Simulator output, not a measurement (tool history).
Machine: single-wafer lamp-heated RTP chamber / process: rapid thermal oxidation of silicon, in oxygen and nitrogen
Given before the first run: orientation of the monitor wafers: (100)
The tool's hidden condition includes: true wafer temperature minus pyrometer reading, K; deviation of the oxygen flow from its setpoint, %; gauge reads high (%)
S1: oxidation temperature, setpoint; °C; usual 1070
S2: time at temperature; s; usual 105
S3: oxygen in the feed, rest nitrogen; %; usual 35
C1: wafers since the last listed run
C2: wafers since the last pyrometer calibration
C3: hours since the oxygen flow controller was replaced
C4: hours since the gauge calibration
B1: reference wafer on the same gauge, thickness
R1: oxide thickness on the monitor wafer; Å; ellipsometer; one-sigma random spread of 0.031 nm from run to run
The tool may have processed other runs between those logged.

run    hour    S1   S2  S3    C1    C2      C3      C4     B1      R1
  1     0.0  1070  105  35     0  1635  2919.1   472.6  8.426   80.41
  2   101.3  1070  105  23  1176  2811  3020.4   573.9  8.454   70.06
  3   176.7  1070  105  35   875  3687  3095.8   649.3  8.450   81.35
  4   221.4  1070  105  35   519  4206  3140.5   694.0  8.442   82.12
  5   258.0  1070  144  35   424  4631  3177.1   730.6  8.447   94.37
  6   324.5  1070  105  35   772  5403  3243.6   797.1  8.450   82.99
  7   368.0  1070  105  35   505  5908  3287.1   840.6  8.452   83.46
  8   437.4  1070  105  35   805  6714  3356.5   910.0  8.436   83.67
  9   502.3  1070  105  35   753  7467  3421.4   974.9  8.446   84.32
      576.0  -- pyrometer window cleaned and pyrometer calibrated
 10   590.4  1070  105  35   930   167  3509.5  1063.0  8.462   80.77
 11   681.3  1070  105  35  1055  1222  3600.4  1153.9  8.468   81.16
 12   742.2  1070  105  35   707  1929  3661.3  1214.8  8.426   81.29
 13   799.5  1070  105  35   665  2595  3718.6  1272.1  8.456   81.01
 14  1025.2  1070  105  35  2620  5215  3944.3  1497.8  8.468   82.87
 15  1123.0  1070  105  21  1135  6351  4042.1  1595.6  8.445   69.76
 16  1170.5  1070  105  21   551  6902  4089.6  1643.1  8.473   70.25
 17  1240.9  1057   89  54   817  7720  4160.0  1713.5  8.456   84.43
     1257.2  -- pyrometer window cleaned and pyrometer calibrated
 18  1317.9  1091   79  51   801   705  4237.0  1790.5  8.460   93.02
 19  1401.3  1088  139  51   968  1673  4320.4  1873.9  8.451  118.98
 20  1450.0  1052  155  35   565  2239  4369.1  1922.6  8.439   86.05
 21  1509.9  1070  105  35   695  2934  4429.0  1982.5  8.446   81.18
 22  1551.2  1070  105  63   479  3414  4470.3  2023.8  8.461  100.89
     1551.7  -- gauge calibrated
 23  1644.6  1042   54  35  1084  4498  4563.7    92.9  8.443   51.26
 24  1693.5  1070   69  17   567  5066  4612.6   141.8  8.443   53.22
 25  1792.3  1056  150  60  1147  6213  4711.4   240.6  8.444  109.56
     1866.0  -- pyrometer window cleaned and pyrometer calibrated
 26  1891.2  1052  139  35  1055   292  4810.3   339.5  8.458   81.22
     1954.4  -- oxygen flow controller replaced
 27  1983.7  1070   70  52   981  1273    29.3   432.0  8.459   77.32
 28  2088.0  1090  129  17  1211  2484   133.6   536.3  8.454   78.09
 29  2151.7  1070  105  35   739  3224   197.3   600.0  8.452   81.46
 30  2190.7  1099  105  59   452  3677   236.3   639.0  8.453  120.03
 31  2229.9  1088   87  35   455  4132   275.5   678.2  8.458   85.06
 32  2320.9  1084  128  35  1056  5189   366.5   769.2  8.452   98.91
 33  2371.5  1084  128  35   587  5776   417.1   819.8  8.453   99.50
     2450.3  -- pyrometer window cleaned and pyrometer calibrated
 34  2460.9  1070  105  35   945   123   506.5   909.2  8.451   80.41
 35  2500.3  1099  105  35   457   581   545.9   948.6  8.446   97.08
 36  2798.6  1046  105  35  3463  4044   844.2  1246.9  8.450   69.88
 37  2840.0  1084  133  17   480  4525   885.6  1288.3  8.454   77.53

4 ways to go on from here, each from the tool as it stands after run 37. What would each give?
  A  2840.5  1044  105  35   5  4531  886.1  1288.8   ?   ?
  B  2840.5  1092  126  47   5  4531  886.1  1288.8   ?   ?
  C  2840.5  1070  105  58   5  4531  886.1  1288.8   ?   ?
  D  2840.5  1086   76  17   5  4531  886.1  1288.8   ?   ?

run     B1      R1
  A  8.446   68.88
  B  8.446  114.25
  C  8.446   98.33
  D  8.446   61.04
The same runs, with their run-to-run variation unchanged, on a tool lacking any hidden condition would have given:
run      R1
  A   67.56
  B  112.20
  C   96.49
  D   59.96
